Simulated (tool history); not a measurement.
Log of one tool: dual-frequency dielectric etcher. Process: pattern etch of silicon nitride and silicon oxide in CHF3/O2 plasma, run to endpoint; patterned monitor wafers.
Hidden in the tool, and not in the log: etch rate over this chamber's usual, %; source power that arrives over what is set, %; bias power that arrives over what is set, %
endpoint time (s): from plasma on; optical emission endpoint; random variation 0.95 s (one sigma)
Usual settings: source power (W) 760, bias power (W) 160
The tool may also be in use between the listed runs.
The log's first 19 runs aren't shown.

run,hour,source power (W),bias power (W),wafers since the last listed run,hours since the last wet clean,hours since the last source power generator calibration,hours since the last bias power generator calibration,hours since the last upper electrode change,"incoming incoming film thickness, nm",endpoint time (s)
20,1520.2,760,160,666,376.5,5175.4,1338.1,1075.3,231.2,159.5
21,1574.6,760,199,474,430.9,5229.8,1392.5,1129.7,230.4,154.5
22,1630.3,580,190,485,486.6,5285.5,1448.2,1185.4,228.9,174.8
23,1686.6,930,191,490,542.9,5341.8,1504.5,1241.7,229.6,145.6
24,1787.8,760,139,882,644.1,5443.0,1605.7,1342.9,231.2,169.1
25,1853.2,600,137,570,709.5,5508.4,1671.1,1408.3,228.3,183.1
26,1913.1,830,135,522,769.4,5568.3,1731.0,1468.2,230.0,164.3
27,1961.3,810,126,420,817.6,5616.5,1779.2,1516.4,230.3,167.5
# hour 1985.4: wet clean of the chamber
28,2040.7,890,136,482,55.3,5695.9,1858.6,1595.8,229.7,151.7
# hour 2055.2: source power generator calibrated
29,2140.2,900,129,832,154.8,85.0,1958.1,1695.3,229.6,152.5
30,2201.7,580,128,536,216.3,146.5,2019.6,1756.8,229.5,185.1
31,2296.4,620,183,825,311.0,241.2,2114.3,1851.5,230.3,170.4
32,2601.7,620,172,2661,616.3,546.5,2419.6,2156.8,228.6,174.0
33,2669.3,600,160,589,683.9,614.1,2487.2,2224.4,230.3,184.3
34,2756.5,760,160,760,771.1,701.3,2574.4,2311.6,229.0,166.3
# hour 2813.6: wet clean of the chamber
35,2838.4,860,171,504,24.8,783.2,2656.3,2393.5,232.1,148.8

Forecast each of these 4 alternatives for the next run:
A,2838.9,760,131,4,25.3,783.7,2656.8,2394.0,231.9,?
B,2838.9,700,120,4,25.3,783.7,2656.8,2394.0,231.9,?
C,2838.9,610,175,4,25.3,783.7,2656.8,2394.0,231.9,?
D,2838.9,590,136,4,25.3,783.7,2656.8,2394.0,231.9,?

run,endpoint time (s)
A,164.3
B,172.1
C,171.1
D,181.0
Without the tool's hidden state the same runs would have given:
run,endpoint time (s)
A,163.7
B,171.5
C,170.4
D,180.4
